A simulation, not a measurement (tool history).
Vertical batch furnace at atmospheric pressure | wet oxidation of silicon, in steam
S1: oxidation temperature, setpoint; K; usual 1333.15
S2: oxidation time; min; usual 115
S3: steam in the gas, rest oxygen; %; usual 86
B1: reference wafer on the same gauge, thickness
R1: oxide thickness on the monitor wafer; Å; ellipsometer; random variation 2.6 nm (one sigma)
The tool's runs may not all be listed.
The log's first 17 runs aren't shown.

| run | day | S1 | S2 | S3 | B1 | R1 |
|---|---|---|---|---|---|---|
| 18 | 15.4 | 1318.15 | 71 | 95 | 943.7 | 6441.1 |
| 19 | 16.133 | 1333.15 | 115 | 86 | 942.57 | 8452.4 |
|  | 16.396 | gauge calibrated |
| 20 | 17.083 | 1333.15 | 89 | 86 | 962.41 | 7466 |
| 21 | 18.546 | 1347.15 | 115 | 86 | 959.64 | 8985.7 |
| 22 | 19.996 | 1348.15 | 77 | 79 | 957.02 | 6922.8 |
|  | 21.608 | steam generator serviced |
|  | 22.242 | thermocouples replaced and temperature profile calibrated |
| 23 | 22.262 | 1355.15 | 137.5 | 86 | 953.21 | 10089.2 |
| 24 | 22.783 | 1319.15 | 139 | 76 | 952.31 | 8339.4 |
| 25 | 23.421 | 1357.15 | 115 | 96 | 951.93 | 9790.4 |
| 26 | 24.192 | 1321.15 | 74 | 95 | 950.97 | 6701 |
| 27 | 25.304 | 1350.15 | 149 | 76 | 949.79 | 9667 |
| 28 | 25.983 | 1333.15 | 115 | 86 | 949.38 | 8459.9 |
| 29 | 26.512 | 1333.15 | 81 | 86 | 949.2 | 7021.9 |
| 30 | 27.996 | 1320.15 | 171.5 | 86 | 947.51 | 10001.1 |

Run 31 comes next. What will it give?
| 31 | 29.029 | 1333.15 | 93 | 86 | ? | ? |

B1: 947.23
R1: 7536.4 Å
Without the tool's hidden state the same run would have given R1 7677.6 Å.

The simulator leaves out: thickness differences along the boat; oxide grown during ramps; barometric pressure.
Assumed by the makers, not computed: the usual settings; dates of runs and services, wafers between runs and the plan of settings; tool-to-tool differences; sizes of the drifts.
